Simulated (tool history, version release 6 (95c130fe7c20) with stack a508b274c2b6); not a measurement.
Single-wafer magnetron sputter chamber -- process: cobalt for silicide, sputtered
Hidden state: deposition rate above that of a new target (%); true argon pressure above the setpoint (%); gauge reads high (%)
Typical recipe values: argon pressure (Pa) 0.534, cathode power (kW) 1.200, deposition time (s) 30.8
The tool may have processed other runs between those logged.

run,day,argon pressure (Pa),cathode power (kW),deposition time (s),wafers since the last listed run,wafers on the sputter target,hours since the last manometer calibration,hours since the magnet pack was replaced,hours since the gauge calibration,"read-back reference wafer on the same gauge, thickness_nm",mean film thickness on the monitor wafer (angstrom)
1,0.000,0.534,1.200,30.8,0,5730,1372.6,7070.9,824.4,16.214,175.93
# day 0.004: gauge calibrated
# day 1.008: sputter target and shields replaced
2,1.029,0.534,1.200,30.8,261,7,1397.3,7095.6,24.6,16.196,176.54
3,2.083,0.534,1.200,30.8,395,403,1422.6,7120.9,49.9,16.192,177.79
4,3.400,0.583,1.200,30.8,494,897,1454.2,7152.5,81.5,16.192,173.90
5,5.629,0.583,1.200,30.8,836,1734,1507.7,7206.0,135.0,16.198,172.65
6,6.533,0.534,1.200,30.8,339,2074,1529.4,7227.7,156.7,16.185,176.87
7,7.604,0.534,1.200,30.8,401,2476,1555.1,7253.4,182.4,16.212,176.34
8,8.888,0.462,1.200,30.8,481,2957,1585.9,7284.2,213.2,16.199,181.73
9,10.042,0.534,1.200,30.8,433,3391,1613.6,7311.9,240.9,16.210,176.48
10,10.933,0.534,1.200,30.8,334,3725,1635.0,7333.3,262.3,16.183,175.82
# day 11.633: magnet pack replaced
11,12.117,0.534,1.050,26.6,319,4045,1663.4,11.6,290.7,16.201,133.11
12,13.017,0.534,1.200,30.8,337,4382,1685.0,33.2,312.3,16.194,176.11
# day 14.033: capacitance manometer re-zeroed and calibrated
13,14.158,0.383,1.100,34.8,303,4686,3.0,60.6,339.7,16.218,194.12
14,15.458,0.534,1.200,30.8,488,5174,34.2,91.8,370.9,16.198,176.01
15,16.325,0.362,1.200,30.8,325,5499,55.0,112.6,391.7,16.195,189.05
16,17.225,0.647,1.400,36.2,337,5837,76.6,134.2,413.3,16.214,230.86
17,18.496,0.385,1.200,26.4,477,6314,107.1,164.7,443.8,16.204,159.69
18,19.112,0.534,1.200,30.8,231,6546,121.9,179.5,458.6,16.205,176.43
# day 20.208: sputter target and shields replaced
19,20.229,0.381,1.200,30.8,294,7,148.7,206.3,485.4,16.199,186.84
20,20.846,0.617,1.500,33.2,231,239,163.5,221.1,500.2,16.203,229.68
21,21.512,0.534,1.300,36.3,250,489,179.5,237.1,516.2,16.196,223.87
22,22.129,0.534,1.200,30.8,231,721,194.3,251.9,531.0,16.182,176.87
23,23.529,0.534,1.200,30.8,525,1246,227.9,285.5,564.6,16.200,176.79
24,24.846,0.673,0.950,33.2,494,1741,259.5,317.1,596.2,16.204,142.46
25,25.475,0.534,1.200,32.2,236,1977,274.6,332.2,611.3,16.203,183.51
26,26.188,0.647,0.900,36.7,267,2244,291.7,349.3,628.4,16.217,151.43
27,27.562,0.639,1.100,30.8,516,2760,324.7,382.3,661.4,16.217,155.33
28,28.446,0.639,1.100,30.8,331,3092,345.9,403.5,682.6,16.190,154.57
29,29.158,0.337,1.350,34.0,267,3359,363.0,420.6,699.7,16.193,237.32
30,30.558,0.395,1.000,34.1,525,3885,396.6,454.2,733.3,16.202,171.99
31,31.988,0.534,1.200,30.8,536,4422,430.9,488.5,767.6,16.209,175.82
32,32.508,0.369,1.200,30.8,195,4617,443.4,501.0,780.1,16.192,187.99
33,33.771,0.534,1.500,27.8,473,5091,473.7,531.3,810.4,16.205,199.98
34,34.312,0.534,1.200,30.8,203,5294,486.7,544.3,823.4,16.215,176.83

Consider 5 possible next runs. They are alternatives, not a sequence: every one starts from the tool as it was left by run 34. What does each give?
A,34.329,0.534,1.200,30.8,6,5301,487.1,544.7,823.8,?,?
B,34.329,0.415,1.450,34.9,6,5301,487.1,544.7,823.8,?,?
C,34.329,0.448,0.950,28.8,6,5301,487.1,544.7,823.8,?,?
D,34.329,0.534,0.950,34.0,6,5301,487.1,544.7,823.8,?,?
E,34.329,0.534,1.000,30.8,6,5301,487.1,544.7,823.8,?,?

run,"read-back reference wafer on the same gauge, thickness_nm",mean film thickness on the monitor wafer (angstrom)
A,16.198,176.53
B,16.198,253.27
C,16.198,135.16
D,16.198,154.27
E,16.198,147.11
What these runs would have given with no unlogged condition in the tool:
run,mean film thickness on the monitor wafer (angstrom)
A,176.53
B,253.27
C,135.16
D,154.27
E,147.11
